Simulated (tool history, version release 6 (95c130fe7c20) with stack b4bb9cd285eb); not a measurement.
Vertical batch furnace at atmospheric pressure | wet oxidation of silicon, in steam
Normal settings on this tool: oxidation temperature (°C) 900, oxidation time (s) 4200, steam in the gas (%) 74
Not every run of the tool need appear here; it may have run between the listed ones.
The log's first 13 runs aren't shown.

run	hour	oxidation temperature (°C)	oxidation time (s)	steam in the gas (%)	wafers since the last listed run	hours since the last temperature calibration	hours since the steam generator was serviced	hours since the gauge calibration	read-back reference wafer on the same gauge, thickness	oxide thickness on the monitor wafer (Å)
# hour 987.3: steam generator serviced
14	987.8	900	5820	70	758	4340.3	0.5	3336.0	157.08	1982.2
# hour 1043.2: thermocouples replaced and temperature profile calibrated
15	1073.7	900	4200	74	696	30.5	86.4	3421.9	157.12	1575.6
16	1291.0	900	4200	74	2445	247.8	303.7	3639.2	157.45	1572.0
17	1350.0	877	4200	78	663	306.8	362.7	3698.2	157.28	1171.6
18	1430.4	900	4200	74	904	387.2	443.1	3778.6	157.29	1569.4
19	1503.2	900	4200	74	819	460.0	515.9	3851.4	157.31	1572.6
20	1592.3	900	4200	74	1002	549.1	605.0	3940.5	157.70	1566.8
21	1630.4	883	4200	64	428	587.2	643.1	3978.6	157.48	1080.7
22	1706.9	900	4200	74	860	663.7	719.6	4055.1	157.66	1575.4
23	1814.1	892	4200	69	1206	770.9	826.8	4162.3	157.93	1327.3
24	1906.2	922	5340	74	1036	863.0	918.9	4254.4	158.01	2517.6
# hour 1964.3: gauge calibrated
25	2005.0	900	4770	74	1111	961.8	1017.7	40.7	152.06	1698.2
26	2061.1	900	4200	74	631	1017.9	1073.8	96.8	152.39	1525.3
27	2165.9	910	4200	74	1179	1122.7	1178.6	201.6	152.19	1742.4
28	2204.3	876	4200	86	432	1161.1	1217.0	240.0	152.48	1225.6
29	2285.0	889	6060	68	908	1241.8	1297.7	320.7	152.42	1667.6
30	2361.6	891	5430	78	862	1318.4	1374.3	397.3	152.46	1753.6
31	2406.1	893	5850	84	500	1362.9	1418.8	441.8	152.57	2063.9
32	2512.3	891	4200	69	1195	1469.1	1525.0	548.0	152.71	1266.3
33	2602.9	900	3630	74	1019	1559.7	1615.6	638.6	152.69	1340.4
34	2699.9	913	4200	80	1091	1656.7	1712.6	735.6	152.95	1935.7
35	2780.6	886	4200	74	908	1737.4	1793.3	816.3	153.07	1254.3
36	2883.0	900	4200	74	1152	1839.8	1895.7	918.7	152.96	1535.7
37	2988.1	900	4200	82	1182	1944.9	2000.8	1023.8	153.24	1676.3
38	3056.2	877	3000	80	766	2013.0	2068.9	1091.9	153.32	867.6

Forecast each of these 4 alternatives for the next run:
A	3062.3	922	4200	74	68	2019.1	2075.0	1098.0	?	?
B	3062.3	900	5550	74	68	2019.1	2075.0	1098.0	?	?
C	3062.3	888	2100	65	68	2019.1	2075.0	1098.0	?	?
D	3062.3	900	2460	74	68	2019.1	2075.0	1098.0	?	?

run	read-back reference wafer on the same gauge, thickness	oxide thickness on the monitor wafer (Å)
A	153.24	2016.0
B	153.24	1963.2
C	153.24	625.3
D	153.24	963.8
Take away the tool's hidden state, keep each run's random variation, and the runs would have read:
run	oxide thickness on the monitor wafer (Å)
A	2012.2
B	1959.5
C	624.1
D	962.0
